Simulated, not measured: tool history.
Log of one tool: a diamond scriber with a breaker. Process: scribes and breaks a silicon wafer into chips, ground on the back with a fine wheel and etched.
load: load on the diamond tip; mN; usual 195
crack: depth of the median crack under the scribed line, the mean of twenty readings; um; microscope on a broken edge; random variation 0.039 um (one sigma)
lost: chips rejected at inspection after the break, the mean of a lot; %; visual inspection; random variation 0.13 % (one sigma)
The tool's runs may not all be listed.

run   hour  load  wafers since the last listed run  hours since the diamond tip was replaced  hours since the load on the tip was calibrated  incoming depth of the damage left on the back of the incoming wafer, um  crack   lost
  1      0   195                                 0                                     710.1                                            1605                                                                     0.54   5.85  17.26
  2   15.6   195                                52                                     725.7                                          1620.6                                                                     0.43   5.81  17.82
  3   24.2   183                                28                                     734.3                                          1629.2                                                                     0.64   5.36  24.82
  4   38.1   183                                46                                     748.2                                          1643.1                                                                     0.39   5.28  26.35
  5   45.3   195                                24                                     755.4                                          1650.3                                                                     0.65   5.79  18.52
  6   60.6   195                                51                                     770.7                                          1665.6                                                                     0.33   5.72  21.09
  7   76.4   195                                53                                     786.5                                          1681.4                                                                     0.35   5.65  19.78
  8   85.4   171                                30                                     795.5                                          1690.4                                                                      0.6   4.89  43.75
  9   97.9   171                                42                                       808                                          1702.9                                                                     0.57   4.84  46.68
     101.9  -- diamond tip replaced by a new one
 10  108.6   171                                29                                       6.7                                          1713.6                                                                     0.36   5.42  25.17
 11  116.8   153                                27                                      14.9                                          1721.8                                                                     0.64   4.74  45.79
     134.2  -- load on the tip recalibrated
 12  143.9   250                                84                                        42                                             9.7                                                                     0.77   9.34  17.98
 13    156   148                                40                                      54.1                                            21.8                                                                     0.79    5.3  26.29
 14  163.5   229                                25                                      61.6                                            29.3                                                                     0.78    8.6  10.06
 15  211.2   247                               160                                     109.3                                              77                                                                      0.6   9.14  19.01
 16  223.6   175                                41                                     121.7                                            89.4                                                                     0.31   6.43   5.93
 17  232.5   195                                29                                     130.6                                            98.3                                                                     0.66   7.28   1.78
 18  248.1   219                                52                                     146.2                                           113.9                                                                      0.6   8.02   5.94
 19  258.6   253                                35                                     156.7                                           124.4                                                                     0.45   9.28     20
 20  274.1   166                                52                                     172.2                                           139.9                                                                     0.55   6.03  11.11
 21  280.4   195                                21                                     178.5                                           146.2                                                                     0.68   7.15   1.69
 22  294.2   195                                46                                     192.3                                             160                                                                     0.68   7.18   1.79

Hidden state at the last listed run before each entry between runs and at the first one after, where it differs:
Between runs 9 and 10: diamond tip replaced by a new one (hour 101.9)
  share of the diamond tip's cutting effectiveness lost through wear, %: 17.1 -> 2.18; deviation of the load on the tip from its setpoint, %: -11.2 -> -11.4
  measured less the result without the state, crack: -1.39 -> -0.84 um; lost: +37.56 -> +17.05 %
Between runs 11 and 12: load on the tip recalibrated (hour 134.2)
  share of the diamond tip's cutting effectiveness lost through wear, %: 2.33 -> 2.83; deviation of the load on the tip from its setpoint, %: -11.5 -> 3.05
  measured less the result without the state, crack: -0.75 -> +0.11 um; lost: +22.44 -> +1.35 %

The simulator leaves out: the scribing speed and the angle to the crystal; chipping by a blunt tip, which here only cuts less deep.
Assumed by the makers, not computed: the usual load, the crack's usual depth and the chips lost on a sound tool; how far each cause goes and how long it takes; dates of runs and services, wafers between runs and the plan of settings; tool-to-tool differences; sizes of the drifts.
